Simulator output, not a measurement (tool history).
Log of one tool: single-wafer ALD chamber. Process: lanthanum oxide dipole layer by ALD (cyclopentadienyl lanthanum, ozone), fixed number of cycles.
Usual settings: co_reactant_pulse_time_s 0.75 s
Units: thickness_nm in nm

run	hour	co_reactant_pulse_time_s	read-back reference wafer on the same gauge, thickness_nm	thickness_nm
1	0.0	0.75	0.387	0.388
2	11.4	0.88	0.387	0.421
3	25.9	0.75	0.387	0.386
4	36.0	0.75	0.387	0.386
5	45.0	0.82	0.387	0.401
6	60.6	0.82	0.387	0.400
7	72.7	0.82	0.387	0.399
8	80.6	0.75	0.387	0.380
9	88.9	0.75	0.387	0.382
# hour 93.9: gauge calibrated
10	105.0	0.75	0.387	0.377
11	111.7	0.75	0.387	0.378
12	123.1	0.91	0.387	0.415
13	129.7	0.99	0.387	0.429
14	140.5	0.75	0.387	0.374
15	155.0	0.95	0.387	0.419
16	162.7	0.75	0.386	0.373
# hour 177.8: ozone generator serviced
17	178.3	1.03	0.387	0.486
# hour 188.2: thermocouple changed; heater temperature recalibrated
18	188.7	0.75	0.387	0.433
19	189.1	0.96	0.387	0.475
# hour 205.6: showerhead replaced
20	206.1	0.83	0.387	0.451
21	219.4	0.89	0.387	0.463
22	236.9	0.95	0.387	0.474
23	246.5	0.62	0.387	0.399
24	258.7	0.94	0.387	0.471
25	270.7	0.86	0.387	0.457

3 ways to go on from here, each from the tool as it stands after run 25. What would each give?
A	271.1	0.75	?	?
B	271.1	0.53	?	?
C	271.1	0.65	?	?

run	read-back reference wafer on the same gauge, thickness_nm	thickness_nm
A	0.387	0.436
B	0.387	0.371
C	0.387	0.410
Without the tool's hidden state the same runs would have given:
run	thickness_nm
A	0.437
B	0.372
C	0.411
